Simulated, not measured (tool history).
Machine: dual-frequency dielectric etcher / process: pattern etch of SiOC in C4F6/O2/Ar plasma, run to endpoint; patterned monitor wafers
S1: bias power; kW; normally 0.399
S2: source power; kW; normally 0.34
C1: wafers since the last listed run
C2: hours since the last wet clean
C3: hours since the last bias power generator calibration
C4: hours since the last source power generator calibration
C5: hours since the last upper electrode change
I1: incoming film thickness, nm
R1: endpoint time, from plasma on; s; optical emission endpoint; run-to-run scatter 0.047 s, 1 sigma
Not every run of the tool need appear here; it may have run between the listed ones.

run     day     S1    S2    C1     C2      C3      C4      C5     I1    R1
  1       0  0.399  0.37     0  424.7  2240.2   760.9  1598.4  41.78  14.7
  2    2.75  0.399   0.4  1239  490.7  2306.2   826.9  1664.4  41.66    14
  3   4.812  0.399   0.4   929  540.2  2355.7   876.4  1713.9  41.86    14
      6.512  -- wet clean of the chamber
  4   8.125  0.399  0.34  1042   38.7  2435.2   955.9  1793.4  41.86  15.4
  5   9.383  0.399  0.34   567   68.9  2465.4   986.1  1823.6  41.45  15.1
  6  11.412  0.399  0.34   914  117.6  2514.1  1034.8  1872.3  42.26  15.4
  7  13.842  0.399  0.34  1094  175.9  2572.4  1093.1  1930.6  42.19  15.2
  8  15.296  0.399  0.34   655  210.8  2607.3    1128  1965.5     42  15.2
  9  17.488  0.399  0.34   987  263.4  2659.9  1180.6  2018.1  41.67    15
 10  19.367  0.338  0.34   846  308.5    2705  1225.7  2063.2  42.03  15.7
 11  26.988  0.399  0.31  3434  491.4  2887.9  1408.6  2246.1  41.95  15.3
     29.808  -- upper electrode replaced
     30.079  -- wet clean of the chamber
 12  31.204  0.456  0.37  1327     27  2989.1  1509.8    33.5  41.97  14.2
       33.2  -- source power generator calibrated
 13  33.221  0.399   0.4   833   75.4  3037.5     0.5    81.9  41.75  14.6
 14   35.05  0.427  0.27   824  119.3  3081.4    44.4   125.8   41.9  16.8
 15  36.688  0.427  0.27   737  158.6  3120.7    83.7   165.1  41.77  16.8
      37.65  -- bias power generator calibrated
 16  38.438  0.459  0.27   713  200.6    18.9   125.7   207.1   41.7  16.3
 17  40.054  0.445  0.39   728  239.4    57.7   164.5   245.9  41.31    14
 18  42.625  0.399  0.34  1158  301.1   119.4   226.2   307.6  42.16  15.6
 19  44.404  0.325  0.29   801  343.8   162.1   268.9   350.3  42.12  17.4
 20  47.079  0.494  0.41  1205    408   226.3   333.1   414.5  41.36  13.2
 21  49.708  0.318  0.41  1184  471.1   289.4   396.2   477.6  41.73  14.9
     50.796  -- wet clean of the chamber
 22  51.296  0.347  0.36   264     12   327.5   434.3   515.7  42.17    16

Each row is a separate what-if for the run after 22, all from the same tool condition, not one after another. Results?
  A  51.312  0.399  0.29   7  12.4  327.9  434.7  516.1  41.71   ?
  B  51.312  0.488  0.28   7  12.4  327.9  434.7  516.1  41.71   ?
  C  51.312  0.473  0.41   7  12.4  327.9  434.7  516.1  41.71   ?
  D  51.312  0.399   0.3   7  12.4  327.9  434.7  516.1  41.71   ?

run    R1
  A  16.7
  B    16
  C  13.8
  D  16.5
The same runs, with their run-to-run variation unchanged, on a tool lacking any hidden condition would have given:
run    R1
  A  16.6
  B  15.9
  C  13.8
  D  16.4
